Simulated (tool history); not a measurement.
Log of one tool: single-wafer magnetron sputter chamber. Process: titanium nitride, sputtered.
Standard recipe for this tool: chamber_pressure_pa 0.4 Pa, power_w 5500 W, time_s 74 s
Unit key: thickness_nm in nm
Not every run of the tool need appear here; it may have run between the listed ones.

run   hour  chamber_pressure_pa  power_w  time_s  read-back reference wafer on the same gauge, thickness_nm  thickness_nm
  1      0                  0.4     5500      74                                                     70.893        76.724
  2   60.3                  0.4     6250      74                                                     70.889         86.57
  3  131.1                  0.4     6450      74                                                     70.878        89.545
  4  167.4                  0.4     6450      74                                                     70.893        89.179
  5    271                  0.4     6450      74                                                     70.901        89.648
  6  358.8                  0.4     5500      74                                                     70.873        75.257
  7  401.4                  0.4     5500      74                                                     70.897        74.848
  8  441.2                0.481     5500      74                                                     70.901        70.127
  9  485.1                  0.4     5500      74                                                     70.907        78.034
 10  572.6                  0.4     5500      74                                                     70.887        77.466
 11  669.8                  0.4     4500      74                                                     70.905        63.275
 12  761.9                0.525     4400      74                                                     70.947        57.073
 13  802.6                0.544     5500      74                                                     70.873        70.069
 14  874.5                0.259     6600    61.9                                                     70.859        85.221

Not shown here: 7 entries made in the log between runs. Locate each between two listed runs and compare the hidden state at the listed run before it with the hidden state at the listed run after it:
From run 1 to run 2: sputter target and shields replaced (hour 45.5)
  true argon pressure above the setpoint (%): 9.73 -> 9.81
  measured value less the no-hidden-state value, thickness_nm: -1.831 -> -2.082 nm
From run 5 to run 6: capacitance manometer re-zeroed and calibrated (hour 338.4); magnet pack replaced (hour 350.5); sputter target and shields replaced (hour 356.1)
  true argon pressure above the setpoint (%): 10 -> 17.7
  measured value less the no-hidden-state value, thickness_nm: -2.201 -> -3.29 nm
From run 8 to run 9: capacitance manometer re-zeroed and calibrated, repeated, since the last time left the tool worse (hour 473); gauge calibrated (hour 477.9)
  true argon pressure above the setpoint (%): 19.1 -> 1.41
  measured value less the no-hidden-state value, thickness_nm: -4.348 -> -0.267 nm
From run 10 to run 11: sputter target and shields replaced (hour 664.9)
  true argon pressure above the setpoint (%): 2.87 -> 4.24
  measured value less the no-hidden-state value, thickness_nm: -0.543 -> -0.655 nm
